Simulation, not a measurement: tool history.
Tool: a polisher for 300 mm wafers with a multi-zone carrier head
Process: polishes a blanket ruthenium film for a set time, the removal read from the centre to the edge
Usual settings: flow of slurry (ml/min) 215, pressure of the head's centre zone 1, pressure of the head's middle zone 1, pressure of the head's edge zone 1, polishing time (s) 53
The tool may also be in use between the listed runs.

run	hour	flow of slurry (ml/min)	pressure of the head's centre zone	pressure of the head's middle zone	pressure of the head's edge zone	polishing time (s)	incoming thickness of the incoming film, nm	film removed at the wafer's centre (nm)	film removed at mid-radius (nm)	film removed at the wafer's edge (nm)
1	0	215	1	1	1	53	614.9	72.5	71.5	71.4
2	35.9	215	1	1	1	53	620.3	73.2	70.2	70.2
3	48.1	215	1	1	1	53	615.8	73.8	70.6	70.6
4	76.2	215	1	1	1	53	615.9	74	70.6	70.1
5	107.1	215	1	1	1	53	621.5	71.5	71.2	69.8
# hour 121.2: worn pad replaced by a new one
6	140	215	1	1	1	53	621.7	72.9	70.2	69.4
7	156	245	1	1	1	53	625.9	76	70.9	71.5
8	181.2	175	1	1.06	1	53	631.3	68.5	69.2	67.1
9	205.8	175	1	1.06	1	53	608.3	68.2	68.7	67.2
10	228.5	180	1.05	1	1.04	36	619.7	49.7	45.2	46.7
# hour 240.1: worn pad replaced by a new one
# hour 324.9: edge zone pressure recalibrated
11	329.5	290	1	0.9	1	65	613.1	94.6	81.8	87.3
# hour 340.3: slurry nozzle cleaned
# hour 350.7: centre zone pressure recalibrated
# hour 379.2: worn pad replaced by a new one
12	430.2	250	1	0.88	1	53	619.9	73.3	66.7	72.4
13	451.6	180	1.04	1	1	53	628.6	69.5	69.2	69.1
# hour 457.2: carrier head's membrane replaced by a new one
14	482.6	215	1	0.93	0.95	53	616.5	69.6	66.8	68.4
# hour 506.1: worn pad replaced by a new one
15	506.6	215	0.92	0.94	1	53	620.8	65.4	67.2	70.7
16	525.6	215	0.88	1.09	1.07	41	608.6	47.8	58.7	56.1
17	582.3	215	1	0.93	0.95	53	613.6	69.4	64.9	68
18	612.1	280	1	1.09	0.92	68	619.8	93.2	100.4	89.2

Measured less the same run without the tool's hidden state. The same run-to-run variation is in both; the gauge's scatter may not be:
The hidden state here: removal rate lost through wear of the pad, %; slurry flow missing at the pad, %; deviation of the centre zone's pressure from its setpoint, %; deviation of the edge zone's pressure from its setpoint, %.
run	film removed at the wafer's centre (nm)	film removed at mid-radius (nm)	film removed at the wafer's edge (nm)
1	+1.1	-3.1	-2.3
2	+0.7	-3.6	-2.6
3	+0.6	-3.8	-2.7
4	+0.3	-4.2	-3
5	+0.1	-4.6	-3.2
6	-0.1	-4.9	-3.5
7	+0.5	-4.5	-3.2
8	-1.4	-6.3	-4.2
9	-1.5	-6.4	-4.3
10	-0.9	-4.2	-3.1
11	+1.9	-5.2	-4.1
12	-1.5	-1.9	-1.6
13	-2.6	-3.3	-2.3
14	-2.6	-3.3	-2.4
15	-2.7	-3.7	-2.8
16	-2.1	-3.5	-2.4
17	-3.7	-4.6	-3.5
18	-3.4	-5.9	-3.9
